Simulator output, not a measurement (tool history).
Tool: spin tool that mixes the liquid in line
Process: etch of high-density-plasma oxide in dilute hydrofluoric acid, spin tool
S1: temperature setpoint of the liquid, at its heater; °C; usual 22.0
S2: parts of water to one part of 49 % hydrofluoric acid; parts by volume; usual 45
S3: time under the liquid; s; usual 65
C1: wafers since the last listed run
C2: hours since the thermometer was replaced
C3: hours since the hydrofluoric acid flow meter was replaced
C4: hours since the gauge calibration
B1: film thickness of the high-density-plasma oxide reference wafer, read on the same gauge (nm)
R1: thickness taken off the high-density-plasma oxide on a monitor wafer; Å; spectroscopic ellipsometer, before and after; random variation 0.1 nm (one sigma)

run 1 day=0.000 | S1=22.0 S2=45 S3=65 | C1=0 C2=1496.3 C3=485.6 C4=49.9 | B1=40.02 | R1=110.8
run 2 day=1.462 | S1=22.0 S2=45 S3=65 | C1=375 C2=1531.4 C3=520.7 C4=85.0 | B1=40.02 | R1=110.8
run 3 day=2.542 | S1=22.0 S2=45 S3=65 | C1=277 C2=1557.3 C3=546.6 C4=110.9 | B1=39.97 | R1=110.2
run 4 day=4.004 | S1=22.0 S2=45 S3=65 | C1=375 C2=1592.4 C3=581.7 C4=146.0 | B1=39.98 | R1=111.5
run 5 day=5.308 | S1=22.0 S2=45 S3=35 | C1=334 C2=1623.7 C3=613.0 C4=177.3 | B1=40.00 | R1=59.3
run 6 day=6.521 | S1=22.0 S2=45 S3=35 | C1=311 C2=1652.8 C3=642.1 C4=206.4 | B1=39.97 | R1=58.7
run 7 day=7.371 | S1=22.0 S2=45 S3=65 | C1=218 C2=1673.2 C3=662.5 C4=226.8 | B1=39.98 | R1=109.7
run 8 day=8.404 | S1=22.0 S2=45 S3=65 | C1=265 C2=1698.0 C3=687.3 C4=251.6 | B1=39.98 | R1=108.7
run 9 day=9.629 | S1=22.0 S2=45 S3=65 | C1=314 C2=1727.4 C3=716.7 C4=281.0 | B1=40.02 | R1=108.5
-- day=10.562 hydrofluoric acid flow meter replaced
run 10 day=10.708 | S1=22.0 S2=40 S3=65 | C1=266 C2=1753.3 C3=3.5 C4=306.9 | B1=40.00 | R1=132.6
run 11 day=11.300 | S1=22.0 S2=40 S3=65 | C1=151 C2=1767.5 C3=17.7 C4=321.1 | B1=40.02 | R1=133.2
run 12 day=12.408 | S1=22.0 S2=40 S3=65 | C1=284 C2=1794.1 C3=44.3 C4=347.7 | B1=39.95 | R1=130.4
-- day=13.750 gauge calibrated
run 13 day=13.758 | S1=22.0 S2=45 S3=65 | C1=346 C2=1826.5 C3=76.7 C4=0.2 | B1=40.00 | R1=117.0
run 14 day=14.962 | S1=17.0 S2=30 S3=30 | C1=309 C2=1855.4 C3=105.6 C4=29.1 | B1=40.02 | R1=66.5
run 15 day=16.017 | S1=22.0 S2=45 S3=65 | C1=270 C2=1880.7 C3=130.9 C4=54.4 | B1=39.98 | R1=116.4
run 16 day=16.596 | S1=22.0 S2=40 S3=65 | C1=148 C2=1894.6 C3=144.8 C4=68.3 | B1=39.99 | R1=131.9
run 17 day=17.575 | S1=22.0 S2=45 S3=65 | C1=251 C2=1918.1 C3=168.3 C4=91.8 | B1=40.00 | R1=116.5
-- day=18.271 thermometer replaced
run 18 day=18.788 | S1=20.5 S2=35 S3=55 | C1=300 C2=12.4 C3=197.4 C4=120.9 | B1=39.98 | R1=118.9
run 19 day=19.488 | S1=22.0 S2=45 S3=65 | C1=179 C2=29.2 C3=214.2 C4=137.7 | B1=39.98 | R1=113.2
run 20 day=20.279 | S1=22.0 S2=45 S3=65 | C1=203 C2=48.2 C3=233.2 C4=156.7 | B1=40.05 | R1=113.0
run 21 day=21.521 | S1=22.0 S2=65 S3=90 | C1=318 C2=78.0 C3=263.0 C4=186.5 | B1=40.02 | R1=107.2
run 22 day=22.304 | S1=22.0 S2=25 S3=65 | C1=201 C2=96.8 C3=281.8 C4=205.3 | B1=40.01 | R1=210.5
run 23 day=23.504 | S1=25.0 S2=45 S3=55 | C1=308 C2=125.6 C3=310.6 C4=234.1 | B1=40.00 | R1=108.7
run 24 day=24.338 | S1=20.5 S2=45 S3=90 | C1=213 C2=145.6 C3=330.6 C4=254.1 | B1=40.03 | R1=146.2
run 25 day=25.746 | S1=26.0 S2=45 S3=100 | C1=361 C2=179.4 C3=364.4 C4=287.9 | B1=40.00 | R1=204.5
run 26 day=27.075 | S1=25.5 S2=30 S3=95 | C1=341 C2=211.3 C3=396.3 C4=319.8 | B1=40.02 | R1=292.6

Hidden state at the last listed run before each entry between runs and at the first one after, where it differs:
Between runs 9 and 10: hydrofluoric acid flow meter replaced (day 10.562)
  hydrofluoric acid flow below the setpoint (%): 8.59 -> 1.48
  measured less the result without the state, R1: -10.9 -> -2.1 Å
Between runs 12 and 13: gauge calibrated (day 13.750)
  hydrofluoric acid flow below the setpoint (%): 1.93 -> 2.29
  measured less the result without the state, R1: -2.7 -> -2.9 Å
Between runs 17 and 18: thermometer replaced (day 18.271)
  hydrofluoric acid flow below the setpoint (%): 3.31 -> 3.63
  measured less the result without the state, R1: -4.2 -> -4.7 Å
